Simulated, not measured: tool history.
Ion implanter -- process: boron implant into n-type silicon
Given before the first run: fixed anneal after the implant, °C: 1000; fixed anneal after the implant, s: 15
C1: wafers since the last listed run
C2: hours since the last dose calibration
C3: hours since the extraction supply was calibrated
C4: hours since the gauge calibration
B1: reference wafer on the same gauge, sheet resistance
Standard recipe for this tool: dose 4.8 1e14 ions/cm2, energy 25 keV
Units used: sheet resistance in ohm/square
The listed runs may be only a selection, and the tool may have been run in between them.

{"run": 1, "hour": 0.0, "dose": 5.93, "energy": 25, "C1": 0, "C2": 1559.5, "C3": 4712.5, "C4": 367.8, "B1": 183.03, "sheet resistance": 181.1}
{"run": 2, "hour": 25.9, "dose": 5.93, "energy": 25, "C1": 400, "C2": 1585.4, "C3": 4738.4, "C4": 393.7, "B1": 183.03, "sheet resistance": 181.2}
{"run": 3, "hour": 38.0, "dose": 3.89, "energy": 28, "C1": 187, "C2": 1597.5, "C3": 4750.5, "C4": 405.8, "B1": 183.02, "sheet resistance": 251.11}
{"run": 4, "hour": 70.1, "dose": 4.8, "energy": 30.5, "C1": 496, "C2": 1629.6, "C3": 4782.6, "C4": 437.9, "B1": 183.08, "sheet resistance": 210.85}
{"run": 5, "hour": 101.4, "dose": 4.8, "energy": 30.5, "C1": 484, "C2": 1660.9, "C3": 4813.9, "C4": 469.2, "B1": 183.04, "sheet resistance": 210.74}
{"run": 6, "hour": 137.3, "dose": 4.8, "energy": 25, "C1": 555, "C2": 1696.8, "C3": 4849.8, "C4": 505.1, "B1": 182.97, "sheet resistance": 214.62}
{"run": 7, "hour": 171.4, "dose": 4.8, "energy": 25, "C1": 527, "C2": 1730.9, "C3": 4883.9, "C4": 539.2, "B1": 183.03, "sheet resistance": 214.99}
{"run": 8, "hour": 189.7, "dose": 4.05, "energy": 30.5, "C1": 283, "C2": 1749.2, "C3": 4902.2, "C4": 557.5, "B1": 183, "sheet resistance": 242.27}
{"run": 9, "hour": 215.1, "dose": 4.8, "energy": 25, "C1": 392, "C2": 1774.6, "C3": 4927.6, "C4": 582.9, "B1": 182.93, "sheet resistance": 215.35}
{"run": 10, "hour": 230.8, "dose": 4.8, "energy": 25, "C1": 242, "C2": 1790.3, "C3": 4943.3, "C4": 598.6, "B1": 182.99, "sheet resistance": 215.22}
{"hour": 246.8, "done": "extraction supply calibrated"}
{"run": 11, "hour": 247.3, "dose": 4.8, "energy": 29.5, "C1": 131, "C2": 1806.8, "C3": 0.5, "C4": 615.1, "B1": 183.01, "sheet resistance": 211.73}
{"run": 12, "hour": 263.9, "dose": 4.8, "energy": 32, "C1": 256, "C2": 1823.4, "C3": 17.1, "C4": 631.7, "B1": 182.84, "sheet resistance": 210.39}
{"hour": 272.6, "done": "gauge calibrated"}
{"run": 13, "hour": 281.7, "dose": 6.09, "energy": 21.5, "C1": 275, "C2": 1841.2, "C3": 34.9, "C4": 9.1, "B1": 183.01, "sheet resistance": 179.46}
{"run": 14, "hour": 295.2, "dose": 3.76, "energy": 25, "C1": 208, "C2": 1854.7, "C3": 48.4, "C4": 22.6, "B1": 182.93, "sheet resistance": 260.36}
{"run": 15, "hour": 317.4, "dose": 4.38, "energy": 18, "C1": 343, "C2": 1876.9, "C3": 70.6, "C4": 44.8, "B1": 183.13, "sheet resistance": 239.07}
{"hour": 337.7, "done": "Faraday cup replaced and dose calibrated"}
{"run": 16, "hour": 338.2, "dose": 4.8, "energy": 30, "C1": 198, "C2": 0.5, "C3": 91.4, "C4": 65.6, "B1": 183.05, "sheet resistance": 202.43}
{"run": 17, "hour": 360.7, "dose": 3.69, "energy": 25, "C1": 348, "C2": 23, "C3": 113.9, "C4": 88.1, "B1": 183.04, "sheet resistance": 254.04}
{"run": 18, "hour": 392.9, "dose": 4.8, "energy": 25, "C1": 498, "C2": 55.2, "C3": 146.1, "C4": 120.3, "B1": 183.04, "sheet resistance": 206.4}
{"run": 19, "hour": 419.4, "dose": 4.8, "energy": 25, "C1": 409, "C2": 81.7, "C3": 172.6, "C4": 146.8, "B1": 183.01, "sheet resistance": 207.17}
{"run": 20, "hour": 445.4, "dose": 4.8, "energy": 25, "C1": 402, "C2": 107.7, "C3": 198.6, "C4": 172.8, "B1": 183.04, "sheet resistance": 207.48}
{"run": 21, "hour": 457.6, "dose": 4.8, "energy": 25, "C1": 188, "C2": 119.9, "C3": 210.8, "C4": 185, "B1": 182.95, "sheet resistance": 207.19}
{"run": 22, "hour": 542.8, "dose": 4.8, "energy": 22.5, "C1": 1318, "C2": 205.1, "C3": 296, "C4": 270.2, "B1": 182.89, "sheet resistance": 210.21}
{"run": 23, "hour": 645.7, "dose": 4, "energy": 32.5, "C1": 1591, "C2": 308, "C3": 398.9, "C4": 373.1, "B1": 183.01, "sheet resistance": 236.08}
{"run": 24, "hour": 666.3, "dose": 4.8, "energy": 33.5, "C1": 318, "C2": 328.6, "C3": 419.5, "C4": 393.7, "B1": 182.96, "sheet resistance": 204.14}
{"run": 25, "hour": 694.2, "dose": 5.26, "energy": 18.5, "C1": 431, "C2": 356.5, "C3": 447.4, "C4": 421.6, "B1": 182.99, "sheet resistance": 200.02}

3 ways to go on from here, each from the tool as it stands after run 25. What would each give?
{"run": "A", "hour": 694.6, "dose": 4.8, "energy": 25, "C1": 6, "C2": 356.9, "C3": 447.8, "C4": 422, "B1": "?", "sheet resistance": "?"}
{"run": "B", "hour": 694.6, "dose": 4.8, "energy": 20, "C1": 6, "C2": 356.9, "C3": 447.8, "C4": 422, "B1": "?", "sheet resistance": "?"}
{"run": "C", "hour": 694.6, "dose": 3.98, "energy": 22.5, "C1": 6, "C2": 356.9, "C3": 447.8, "C4": 422, "B1": "?", "sheet resistance": "?"}

run=A B1=183.07 sheet_resistance=209.52
run=B B1=183.07 sheet_resistance=213.75
run=C B1=183.07 sheet_resistance=245.64
Stripped of hidden state, with their random variation kept, the same runs would have yielded:
run=A sheet_resistance=205.91
run=B sheet_resistance=210.06
run=C sheet_resistance=241.48
